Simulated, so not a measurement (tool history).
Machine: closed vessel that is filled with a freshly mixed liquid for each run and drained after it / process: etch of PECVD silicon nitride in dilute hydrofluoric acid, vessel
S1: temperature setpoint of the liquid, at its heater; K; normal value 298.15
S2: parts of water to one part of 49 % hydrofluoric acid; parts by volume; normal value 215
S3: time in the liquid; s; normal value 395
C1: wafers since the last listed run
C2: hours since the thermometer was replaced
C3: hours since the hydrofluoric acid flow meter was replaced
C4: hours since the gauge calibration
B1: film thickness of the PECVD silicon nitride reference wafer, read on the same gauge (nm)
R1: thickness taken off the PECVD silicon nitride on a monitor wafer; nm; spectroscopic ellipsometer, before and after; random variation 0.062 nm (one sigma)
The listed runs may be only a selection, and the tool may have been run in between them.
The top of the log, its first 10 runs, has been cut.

run 11 hour=112.6 | S1=298.15 S2=215 S3=395 | C1=749 C2=56.1 C3=48.1 C4=584.6 | B1=149.97 | R1=9.24
run 12 hour=120.4 | S1=298.15 S2=215 S3=395 | C1=800 C2=63.9 C3=55.9 C4=592.4 | B1=150.01 | R1=9.34
-- hour=150.6 gauge calibrated
run 13 hour=159.9 | S1=298.15 S2=215 S3=510 | C1=4055 C2=103.4 C3=95.4 C4=9.3 | B1=150.01 | R1=11.88
run 14 hour=167.8 | S1=298.15 S2=215 S3=395 | C1=811 C2=111.3 C3=103.3 C4=17.2 | B1=149.97 | R1=9.13
run 15 hour=185.6 | S1=298.15 S2=290 S3=195 | C1=1827 C2=129.1 C3=121.1 C4=35.0 | B1=150.00 | R1=3.36
run 16 hour=198.5 | S1=298.15 S2=125 S3=395 | C1=1324 C2=142.0 C3=134.0 C4=47.9 | B1=149.99 | R1=15.60
run 17 hour=211.6 | S1=300.65 S2=215 S3=185 | C1=1344 C2=155.1 C3=147.1 C4=61.0 | B1=150.00 | R1=5.03
run 18 hour=220.3 | S1=298.15 S2=215 S3=165 | C1=893 C2=163.8 C3=155.8 C4=69.7 | B1=150.01 | R1=3.83
run 19 hour=235.8 | S1=296.15 S2=215 S3=395 | C1=1591 C2=179.3 C3=171.3 C4=85.2 | B1=149.98 | R1=8.05
run 20 hour=253.0 | S1=296.15 S2=145 S3=165 | C1=1765 C2=196.5 C3=188.5 C4=102.4 | B1=149.99 | R1=4.88
run 21 hour=259.7 | S1=298.15 S2=245 S3=395 | C1=687 C2=203.2 C3=195.2 C4=109.1 | B1=149.99 | R1=7.98
run 22 hour=268.4 | S1=298.15 S2=215 S3=395 | C1=893 C2=211.9 C3=203.9 C4=117.8 | B1=149.99 | R1=9.07
run 23 hour=276.6 | S1=296.15 S2=280 S3=395 | C1=841 C2=220.1 C3=212.1 C4=126.0 | B1=150.02 | R1=6.22
run 24 hour=290.3 | S1=298.15 S2=165 S3=245 | C1=1406 C2=233.8 C3=225.8 C4=139.7 | B1=150.03 | R1=7.32
run 25 hour=306.0 | S1=299.65 S2=185 S3=395 | C1=1611 C2=249.5 C3=241.5 C4=155.4 | B1=149.98 | R1=11.78
run 26 hour=312.0 | S1=293.15 S2=185 S3=395 | C1=616 C2=255.5 C3=247.5 C4=161.4 | B1=149.99 | R1=7.61
run 27 hour=318.5 | S1=293.65 S2=165 S3=265 | C1=667 C2=262.0 C3=254.0 C4=167.9 | B1=150.01 | R1=5.91
run 28 hour=336.2 | S1=298.15 S2=215 S3=395 | C1=1817 C2=279.7 C3=271.7 C4=185.6 | B1=149.99 | R1=9.12
run 29 hour=346.9 | S1=298.15 S2=275 S3=395 | C1=1098 C2=290.4 C3=282.4 C4=196.3 | B1=149.99 | R1=7.09
run 30 hour=353.4 | S1=296.65 S2=250 S3=300 | C1=667 C2=296.9 C3=288.9 C4=202.8 | B1=149.99 | R1=5.39
run 31 hour=365.9 | S1=298.15 S2=215 S3=395 | C1=1283 C2=309.4 C3=301.4 C4=215.3 | B1=149.99 | R1=9.05
run 32 hour=383.2 | S1=298.15 S2=215 S3=395 | C1=1776 C2=326.7 C3=318.7 C4=232.6 | B1=149.96 | R1=9.04

Each row is a separate what-if for the run after 32, all from the same tool condition, not one after another. Results?
run A hour=384.0 | S1=298.15 S2=215 S3=395 | C1=82 C2=327.5 C3=319.5 C4=233.4 | B1=? | R1=?
run B hour=384.0 | S1=300.15 S2=215 S3=395 | C1=82 C2=327.5 C3=319.5 C4=233.4 | B1=? | R1=?
run C hour=384.0 | S1=295.65 S2=305 S3=395 | C1=82 C2=327.5 C3=319.5 C4=233.4 | B1=? | R1=?
run D hour=384.0 | S1=298.15 S2=215 S3=555 | C1=82 C2=327.5 C3=319.5 C4=233.4 | B1=? | R1=?

run=A B1=150.01 R1=9.01
run=B B1=150.01 R1=10.20
run=C B1=150.01 R1=5.46
run=D B1=150.01 R1=12.67
The same runs, with their run-to-run variation unchanged, on a tool lacking any hidden condition would have given:
run=A R1=9.26
run=B R1=10.47
run=C R1=5.61
run=D R1=13.00
